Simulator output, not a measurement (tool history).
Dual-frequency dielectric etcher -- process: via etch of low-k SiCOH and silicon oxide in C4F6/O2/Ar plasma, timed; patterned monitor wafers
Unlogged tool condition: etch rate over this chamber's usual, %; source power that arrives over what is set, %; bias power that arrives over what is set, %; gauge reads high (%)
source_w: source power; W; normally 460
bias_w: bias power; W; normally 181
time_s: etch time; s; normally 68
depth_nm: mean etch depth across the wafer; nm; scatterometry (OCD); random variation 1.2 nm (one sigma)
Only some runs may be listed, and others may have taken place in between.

run      day  source_w  bias_w  time_s  wafers since the last listed run  hours since the last wet clean  hours since the last source power generator calibration  hours since the last bias power generator calibration  hours since the last upper electrode change  hours since the gauge calibration  read-back reference wafer on the same gauge, depth_nm  depth_nm
  1        0       460     181      68                                 0                            15.2                                                   3925.2                                                 3670.9                                       5522.7                              790.7                                                  184.8     180.1
  2    3.221       460     181      68                               605                            92.5                                                   4002.5                                                 3748.2                                         5600                                868                                                    184     179.5
  3    6.271       430     181      68                               573                           165.7                                                   4075.7                                                 3821.4                                       5673.2                              941.2                                                  184.3     177.1
  4    8.183       430     181      68                               359                           211.6                                                   4121.6                                                 3867.3                                       5719.1                              987.1                                                  183.9     176.8
  5   11.462       420     181      68                               616                           290.3                                                   4200.3                                                   3946                                       5797.8                             1065.8                                                    184     176.8
      18.225  -- upper electrode replaced
  6   21.183       460     181      68                              1640                           523.6                                                   4433.6                                                 4179.3                                           71                             1299.1                                                  183.8     182.7
      23.388  -- wet clean of the chamber
  7    24.45       460     181      68                               426                            25.5                                                     4512                                                 4257.7                                        149.4                             1377.5                                                  184.3     182.6
  8   28.396       460     181      68                               742                           120.2                                                   4606.7                                                 4352.4                                        244.1                             1472.2                                                    184     182.6
  9     32.8       530     181      68                               828                           225.9                                                   4712.4                                                 4458.1                                        349.8                             1577.9                                                  183.5     189.6
 10   39.258       460     170      50                              1214                           380.9                                                   4867.4                                                 4613.1                                        504.8                             1732.9                                                  183.7     133.5
 11   40.971       460     144      68                               322                             422                                                   4908.5                                                 4654.2                                        545.9                               1774                                                    184     174.5
      43.504  -- source power generator calibrated
 12   44.675       460     206      68                               665                           510.9                                                     28.1                                                 4743.1                                        634.8                             1862.9                                                    184     186.8
 13   48.467       370     149      68                               713                           601.9                                                    119.1                                                 4834.1                                        725.8                             1953.9                                                  183.6     166.3
      50.679  -- wet clean of the chamber
 14   52.054       380     161      68                               486                              33                                                    205.2                                                 4920.2                                        811.9                               2040                                                  183.9     169.7
      55.454  -- bias power generator calibrated
 15   65.454       460     181    51.5                              2488                           354.6                                                    526.8                                                    240                                       1133.5                             2361.6                                                  184.1     138.9
 16   69.012       550     215      83                               669                             440                                                    612.2                                                  325.4                                       1218.9                               2447                                                  183.7     240.6
 17   72.067       540     161      81                               574                           513.3                                                    685.5                                                  398.7                                       1292.2                             2520.3                                                  183.9     219.5
      74.988  -- wet clean of the chamber
 18   75.471       560     218      77                               452                            11.6                                                    767.2                                                  480.4                                       1373.9                               2602                                                    184     229.7
 19   78.304       460     203      68                               532                            79.6                                                    835.2                                                  548.4                                       1441.9                               2670                                                  184.4     187.5
      78.454  -- gauge calibrated
 20   80.342       570     197    61.5                               383                           128.5                                                    884.1                                                  597.3                                       1490.8                               45.3                                                  183.5     177.5
 21   82.271       460     181    88.5                               362                           174.8                                                    930.4                                                  643.6                                       1537.1                               91.6                                                  183.9     237.6
 22   85.938       460     181      68                               689                           262.8                                                   1018.4                                                  731.6                                       1625.1                              179.6                                                    184       180
 23   95.083       530     181      88                              1720                           482.3                                                   1237.9                                                  951.1                                       1844.6                              399.1                                                  183.8     244.9
 24   97.708       460     181      68                               493                           545.3                                                   1300.9                                                 1014.1                                       1907.6                              462.1                                                  184.1     182.8
      98.792  -- wet clean of the chamber
 25  101.004       460     214      68                               431                            53.1                                                     1380                                                 1093.2                                       1986.7                              541.2                                                  184.2     188.8
 26  102.896       410     155      68                               355                            98.5                                                   1425.4                                                 1138.6                                       2032.1                              586.6                                                  183.8     171.2
 27  106.608       540     222    57.5                               698                           187.6                                                   1514.5                                                 1227.7                                       2121.2                              675.7                                                  183.6     167.8
 28  110.829       350     154      57                               793                           288.9                                                   1615.8                                                   1329                                       2222.5                                777                                                  184.3     137.2
 29    112.8       460     181      68                               370                           336.2                                                   1663.1                                                 1376.3                                       2269.8                              824.3                                                  184.1     181.8

What if the next run were any one of these 4? Each begins from the tool's condition after run 29:
  A  112.817       460     181      68                                 3                           336.6                                                   1663.5                                                 1376.7                                       2270.2                              824.7                                                      ?         ?
  B  112.817       460     181      62                                 3                           336.6                                                   1663.5                                                 1376.7                                       2270.2                              824.7                                                      ?         ?
  C  112.817       460     181      58                                 3                           336.6                                                   1663.5                                                 1376.7                                       2270.2                              824.7                                                      ?         ?
  D  112.817       580     181      68                                 3                           336.6                                                   1663.5                                                 1376.7                                       2270.2                              824.7                                                      ?         ?

run  read-back reference wafer on the same gauge, depth_nm  depth_nm
  A                                                  183.9     180.5
  B                                                  183.9     164.5
  C                                                  183.9     153.9
  D                                                  183.9     192.7
Without the tool's unlogged condition, the same runs would have read:
run  depth_nm
  A     180.5
  B     164.5
  C     153.9
  D     192.7
